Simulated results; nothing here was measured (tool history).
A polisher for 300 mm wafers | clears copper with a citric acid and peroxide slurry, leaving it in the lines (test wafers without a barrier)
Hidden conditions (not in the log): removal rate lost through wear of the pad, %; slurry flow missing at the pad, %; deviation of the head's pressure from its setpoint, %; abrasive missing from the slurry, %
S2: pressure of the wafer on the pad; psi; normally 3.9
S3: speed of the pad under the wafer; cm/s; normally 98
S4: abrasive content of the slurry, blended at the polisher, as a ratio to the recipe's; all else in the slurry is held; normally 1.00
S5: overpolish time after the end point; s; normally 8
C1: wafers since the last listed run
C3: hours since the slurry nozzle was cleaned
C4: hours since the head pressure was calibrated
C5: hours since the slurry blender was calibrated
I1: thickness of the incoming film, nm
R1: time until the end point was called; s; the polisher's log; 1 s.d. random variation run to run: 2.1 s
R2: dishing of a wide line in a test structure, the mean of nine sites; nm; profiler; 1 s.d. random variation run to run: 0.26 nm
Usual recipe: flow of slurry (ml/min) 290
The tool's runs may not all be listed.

Run 1, day 0.000: usual settings; C1 0; wafers polished on this pad 208; C3 30.3; C4 407.2; C5 13.2; I1 391.3. Result: R1 134.7 s, R2 13.5 nm.
Run 2, day 4.008: usual settings; C1 678; wafers polished on this pad 887; C3 126.5; C4 503.4; C5 109.4; I1 397.9. Result: R1 133.3 s, R2 13.5 nm.
Run 3, day 8.475: usual settings; C1 756; wafers polished on this pad 1643; C3 233.7; C4 610.6; C5 216.6; I1 396.3. Result: R1 134.6 s, R2 13.0 nm.
Run 4, day 11.021: usual settings; C1 431; wafers polished on this pad 2074; C3 294.8; C4 671.7; C5 277.7; I1 390.6. Result: R1 133.7 s, R2 13.4 nm.
At day 11.592: slurry blender recalibrated.
At day 12.308: worn pad replaced by a new one.
Run 5, day 14.325: usual settings but S3 92 cm/s, S5 11 s; C1 517; wafers polished on this pad 341; C3 374.1; C4 751.0; C5 65.6; I1 384.5. Result: R1 145.5 s, R2 16.1 nm.
Run 6, day 16.529: usual settings but S2 4.6 psi; C1 373; wafers polished on this pad 714; C3 427.0; C4 803.9; C5 118.5; I1 391.8. Result: R1 116.1 s, R2 15.1 nm.
At day 17.317: head pressure recalibrated.
At day 17.754: slurry nozzle cleaned.
Run 7, day 20.883: usual settings but S2 4.6 psi; C1 716; wafers polished on this pad 1430; C3 75.1; C4 85.6; C5 223.0; I1 394.5. Result: R1 94.9 s, R2 17.7 nm.
Run 8, day 23.975: usual settings but S2 4.6 psi; C1 523; wafers polished on this pad 1954; C3 149.3; C4 159.8; C5 297.2; I1 392.4. Result: R1 99.1 s, R2 17.0 nm.
At day 24.438: worn pad replaced by a new one.
At day 25.125: slurry blender recalibrated.
At day 26.029: head pressure recalibrated, repeated, since the last time left the tool worse.
Run 9, day 28.150: usual settings but S3 114 cm/s, S5 11 s; C1 650; wafers polished on this pad 600; C3 249.5; C4 50.9; C5 72.6; I1 394.7. Result: R1 108.2 s, R2 20.3 nm.
Run 10, day 31.179: usual settings but flow of slurry (ml/min) 345, S4 0.75, S5 4 s; C1 512; wafers polished on this pad 1113; C3 322.2; C4 123.6; C5 145.3; I1 387.1. Result: R1 130.9 s, R2 7.7 nm.
At day 36.738: slurry nozzle cleaned.
At day 40.292: worn pad replaced by a new one.
At day 40.696: slurry blender recalibrated.
Run 11, day 44.012: usual settings but flow of slurry (ml/min) 235, S3 112 cm/s, S4 1.25, S5 10 s; C1 2123; wafers polished on this pad 615; C3 174.6; C4 431.6; C5 79.6; I1 391.0. Result: R1 110.6 s, R2 18.2 nm.
Run 12, day 48.446: usual settings but S2 4.6 psi, S4 1.20, S5 3 s; C1 750; wafers polished on this pad 1366; C3 281.0; C4 538.0; C5 186.0; I1 389.9. Result: R1 112.0 s, R2 7.1 nm.
Run 13, day 52.267: usual settings; C1 646; wafers polished on this pad 2013; C3 372.7; C4 629.7; C5 277.7; I1 391.6. Result: R1 135.7 s, R2 13.4 nm.
At day 52.583: worn pad replaced by a new one.
At day 54.900: slurry nozzle cleaned.
At day 55.754: head pressure recalibrated.
At day 55.867: slurry blender recalibrated.
Run 14, day 55.888: usual settings but S2 3.1 psi, S5 13 s; C1 549; wafers polished on this pad 524; C3 23.7; C4 3.2; C5 0.5; I1 386.1. Result: R1 146.2 s, R2 18.3 nm.
Run 15, day 59.596: usual settings; C1 627; wafers polished on this pad 1152; C3 112.7; C4 92.2; C5 89.5; I1 386.5. Result: R1 125.7 s, R2 13.8 nm.
Run 16, day 62.033: usual settings but S4 0.85, S5 3 s; C1 412; wafers polished on this pad 1564; C3 171.2; C4 150.7; C5 148.0; I1 388.0. Result: R1 136.4 s, R2 5.6 nm.
Run 17, day 63.888: usual settings; C1 313; wafers polished on this pad 1878; C3 215.7; C4 195.2; C5 192.5; I1 383.7. Result: R1 127.4 s, R2 13.6 nm.
Run 18, day 65.754: usual settings but flow of slurry (ml/min) 250, S2 2.5 psi; C1 316; wafers polished on this pad 2194; C3 260.5; C4 240.0; C5 237.3; I1 391.8. Result: R1 196.6 s, R2 9.9 nm.
At day 67.712: worn pad replaced by a new one.
Run 19, day 69.788: usual settings; C1 654; wafers polished on this pad 351; C3 357.3; C4 336.8; C5 334.1; I1 386.0. Result: R1 128.7 s, R2 13.6 nm.

Results per run with the tool's hidden condition removed, run-to-run variation unchanged:
run     R1    R2
  1  124.6  14.3
  2  122.5  14.4
  3  123.1  14.0
  4  122.0  14.4
  5  132.4  17.2
  6  105.5  16.3
  7  105.6  16.3
  8  108.6  15.9
  9  107.5  20.4
 10  127.4   7.8
 11  102.9  19.1
 12  103.5   7.6
 13  124.9  14.3
 14  145.7  18.3
 15  121.6  14.1
 16  129.9   5.8
 17  120.2  14.3
 18  184.3  10.4
 19  119.0  14.5

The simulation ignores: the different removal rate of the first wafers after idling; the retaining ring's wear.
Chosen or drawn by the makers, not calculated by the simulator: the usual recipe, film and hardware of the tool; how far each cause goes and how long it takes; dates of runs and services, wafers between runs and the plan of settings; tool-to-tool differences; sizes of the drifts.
